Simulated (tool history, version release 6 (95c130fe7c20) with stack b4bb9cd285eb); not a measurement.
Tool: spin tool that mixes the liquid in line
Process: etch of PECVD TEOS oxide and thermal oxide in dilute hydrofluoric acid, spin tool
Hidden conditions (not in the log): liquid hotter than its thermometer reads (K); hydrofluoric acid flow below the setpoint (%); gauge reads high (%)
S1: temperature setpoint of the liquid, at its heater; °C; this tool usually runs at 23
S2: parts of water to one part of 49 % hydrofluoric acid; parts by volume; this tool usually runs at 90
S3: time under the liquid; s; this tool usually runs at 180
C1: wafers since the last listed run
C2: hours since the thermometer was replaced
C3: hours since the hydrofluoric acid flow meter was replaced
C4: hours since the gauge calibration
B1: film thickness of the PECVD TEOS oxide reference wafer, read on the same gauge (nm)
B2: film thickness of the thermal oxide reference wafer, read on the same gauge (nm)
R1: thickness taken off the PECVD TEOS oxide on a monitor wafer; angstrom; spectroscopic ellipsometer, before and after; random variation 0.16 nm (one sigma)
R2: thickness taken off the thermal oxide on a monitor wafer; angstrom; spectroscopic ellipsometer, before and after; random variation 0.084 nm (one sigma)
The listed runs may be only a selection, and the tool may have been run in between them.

Run 1, hour 0.0: usual settings; C1 0; C2 1086.4; C3 982.2; C4 625.3; B1 79.99; B2 30.01. Result: R1 184.2 angstrom, R2 94.2 angstrom.
Run 2, hour 55.0: usual settings; C1 552; C2 1141.4; C3 1037.2; C4 680.3; B1 80.03; B2 29.98. Result: R1 180.4 angstrom, R2 92.0 angstrom.
Run 3, hour 126.0: usual settings; C1 713; C2 1212.4; C3 1108.2; C4 751.3; B1 80.03; B2 30.02. Result: R1 180.5 angstrom, R2 91.2 angstrom.
Run 4, hour 177.8: usual settings; C1 520; C2 1264.2; C3 1160.0; C4 803.1; B1 80.03; B2 29.98. Result: R1 180.6 angstrom, R2 91.2 angstrom.
Run 5, hour 239.3: usual settings but S3 225 s; C1 617; C2 1325.7; C3 1221.5; C4 864.6; B1 80.00; B2 30.03. Result: R1 222.6 angstrom, R2 115.0 angstrom.
At hour 282.6: gauge calibrated.
Run 6, hour 306.3: usual settings but S3 225 s; C1 673; C2 1392.7; C3 1288.5; C4 23.7; B1 79.99; B2 30.02. Result: R1 224.7 angstrom, R2 116.0 angstrom.
Run 7, hour 353.2: usual settings; C1 471; C2 1439.6; C3 1335.4; C4 70.6; B1 79.93; B2 29.98. Result: R1 179.5 angstrom, R2 92.0 angstrom.
Run 8, hour 407.6: usual settings but S1 19 °C, S2 105 parts by volume, S3 260 s; C1 546; C2 1494.0; C3 1389.8; C4 125.0; B1 80.02; B2 30.05. Result: R1 187.9 angstrom, R2 96.0 angstrom.
At hour 455.5: thermometer replaced.
Run 9, hour 472.4: usual settings but S1 26 °C, S2 110 parts by volume, S3 250 s; C1 640; C2 16.9; C3 1454.6; C4 189.8; B1 80.00; B2 30.01. Result: R1 224.3 angstrom, R2 115.0 angstrom.

What does the tool deliver on the next run?
Run 10, hour 541.2: usual settings; C1 691; C2 85.7; C3 1523.4; C4 258.6; B1 ?; B2 ?. Result: R1 ?, R2 ?.

B1: 80.06
B2: 29.93
R1: 180.1 angstrom
R2: 92.8 angstrom
The same run, on a tool lacking any hidden state, would have yielded R1 180.1 angstrom, R2 92.8 angstrom.
